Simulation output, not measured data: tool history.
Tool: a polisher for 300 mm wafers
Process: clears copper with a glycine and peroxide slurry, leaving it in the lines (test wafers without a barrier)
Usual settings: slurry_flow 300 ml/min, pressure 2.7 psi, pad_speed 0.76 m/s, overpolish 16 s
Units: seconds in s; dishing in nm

| run | day | slurry_flow | pressure | pad_speed | overpolish | wafers since the last listed run | wafers polished on this pad | hours since the slurry nozzle was cleaned | hours since the head pressure was calibrated | incoming thickness of the incoming film, nm | seconds | dishing |
|---|---|---|---|---|---|---|---|---|---|---|---|---|
| 1 | 0 | 300 | 2.7 | 0.76 | 10 | 0 | 1003 | 124.9 | 601.9 | 428.7 | 104.7 | 30 |
| 2 | 1.046 | 300 | 2.7 | 0.76 | 10 | 279 | 1282 | 150 | 627 | 425.6 | 102.3 | 29.6 |
| 3 | 2.533 | 300 | 2.7 | 0.76 | 16 | 396 | 1679 | 185.7 | 662.7 | 421.9 | 102.2 | 43.9 |
|  | 3.788 | worn pad replaced by a new one |
| 4 | 3.808 | 300 | 3.1 | 0.76 | 13 | 295 | 5 | 216.3 | 693.3 | 411.5 | 92.4 | 40.4 |
| 5 | 5.775 | 275 | 2.7 | 0.56 | 16 | 524 | 530 | 263.5 | 740.5 | 419.2 | 129 | 36.6 |
| 6 | 6.442 | 275 | 2.7 | 0.56 | 16 | 177 | 708 | 279.5 | 756.5 | 428.4 | 132.1 | 36.3 |
| 7 | 7.108 | 300 | 2.7 | 0.76 | 16 | 177 | 885 | 295.5 | 772.5 | 418.3 | 103 | 43.3 |
|  | 7.504 | slurry nozzle cleaned |
| 8 | 7.883 | 300 | 2.7 | 0.76 | 16 | 195 | 1081 | 9.1 | 791.1 | 421 | 102.3 | 43 |
| 9 | 9.021 | 300 | 2.7 | 0.76 | 16 | 303 | 1385 | 36.4 | 818.4 | 416.4 | 103 | 43.5 |
| 10 | 9.579 | 300 | 2.7 | 0.76 | 14 | 148 | 1534 | 49.8 | 831.8 | 420 | 101.8 | 38.3 |
|  | 10.275 | worn pad replaced by a new one |
| 11 | 10.462 | 300 | 2.7 | 0.76 | 14 | 191 | 50 | 71 | 853 | 424.3 | 105 | 39.4 |
| 12 | 11.408 | 300 | 2.7 | 0.76 | 16 | 252 | 302 | 93.7 | 875.7 | 417.6 | 102.8 | 43.6 |
| 13 | 12.183 | 300 | 2.7 | 0.76 | 16 | 206 | 509 | 112.3 | 894.3 | 427.4 | 103.9 | 43.2 |
| 14 | 16.021 | 300 | 2.7 | 0.76 | 16 | 1024 | 1533 | 204.4 | 986.4 | 419.5 | 103 | 42.6 |
|  | 16.312 | worn pad replaced by a new one |
| 15 | 17.083 | 300 | 2.7 | 0.76 | 16 | 239 | 205 | 229.9 | 1011.9 | 412.5 | 101.2 | 43.5 |
| 16 | 18.129 | 300 | 2.7 | 0.76 | 16 | 279 | 484 | 255 | 1037 | 426.7 | 103.8 | 43.4 |
| 17 | 18.833 | 300 | 2.7 | 0.76 | 16 | 187 | 672 | 271.9 | 1053.9 | 422.1 | 105.5 | 42.8 |
| 18 | 19.829 | 200 | 2.9 | 0.98 | 19 | 265 | 938 | 295.8 | 1077.8 | 420.1 | 82.9 | 56.1 |
|  | 20.862 | slurry nozzle cleaned |
|  | 21.033 | head pressure recalibrated |
| 19 | 21.05 | 300 | 2.1 | 0.56 | 16 | 292 | 1230 | 4.5 | 0.4 | 416.4 | 137.7 | 35.2 |
| 20 | 21.608 | 300 | 2.7 | 0.76 | 16 | 148 | 1379 | 17.9 | 13.8 | 424.2 | 96.5 | 46.6 |
| 21 | 23.096 | 300 | 2.7 | 0.56 | 22 | 396 | 1776 | 53.6 | 49.5 | 413.1 | 113.6 | 49.7 |
|  | 23.362 | worn pad replaced by a new one |
| 22 | 23.638 | 355 | 2.7 | 0.76 | 20 | 100 | 73 | 66.6 | 62.5 | 423.8 | 94.4 | 56 |
| 23 | 24.742 | 300 | 2.7 | 0.76 | 16 | 294 | 368 | 93.1 | 89 | 420.2 | 94.2 | 45.2 |
| 24 | 26.021 | 300 | 2.7 | 0.9 | 16 | 341 | 709 | 123.8 | 119.7 | 425.7 | 84.7 | 50.5 |
| 25 | 27.071 | 300 | 2.7 | 0.76 | 16 | 280 | 990 | 149 | 144.9 | 428.3 | 96.7 | 45.6 |
| 26 | 27.762 | 250 | 2.7 | 0.76 | 16 | 184 | 1174 | 165.6 | 161.5 | 424.7 | 96.7 | 45.3 |
| 27 | 28.842 | 300 | 2.7 | 0.76 | 16 | 287 | 1462 | 191.5 | 187.4 | 426.2 | 97.4 | 46 |
| 28 | 29.912 | 300 | 2.7 | 1 | 13 | 285 | 1748 | 217.2 | 213.1 | 424.5 | 78.7 | 45.3 |
|  | 30.912 | worn pad replaced by a new one |
| 29 | 30.933 | 235 | 2.7 | 0.76 | 16 | 227 | 5 | 241.7 | 237.6 | 423.9 | 103.4 | 44.8 |
| 30 | 31.533 | 300 | 2.7 | 0.76 | 22 | 160 | 165 | 256.1 | 252 | 419.9 | 97.2 | 57.6 |
| 31 | 32.85 | 260 | 2.2 | 0.56 | 16 | 351 | 516 | 287.7 | 283.6 | 417.6 | 142.2 | 33.7 |

4 ways to go on from here, each from the tool as it stands after run 31. What would each give?
| A | 32.871 | 300 | 2.7 | 0.76 | 16 | 5 | 522 | 288.2 | 284.1 | 420.6 | ? | ? |
| B | 32.871 | 390 | 3.2 | 0.56 | 16 | 5 | 522 | 288.2 | 284.1 | 420.6 | ? | ? |
| C | 32.871 | 300 | 3.4 | 0.76 | 16 | 5 | 522 | 288.2 | 284.1 | 420.6 | ? | ? |
| D | 32.871 | 300 | 2 | 0.88 | 11 | 5 | 522 | 288.2 | 284.1 | 420.6 | ? | ? |

| run | seconds | dishing |
|---|---|---|
| A | 98.7 | 45.2 |
| B | 106.9 | 43 |
| C | 82.4 | 51.7 |
| D | 110.8 | 30.2 |
Without the tool's hidden state the same runs would have given:
| run | seconds | dishing |
|---|---|---|
| A | 93.8 | 47 |
| B | 101.7 | 44.7 |
| C | 78.1 | 53.7 |
| D | 105.4 | 31.5 |
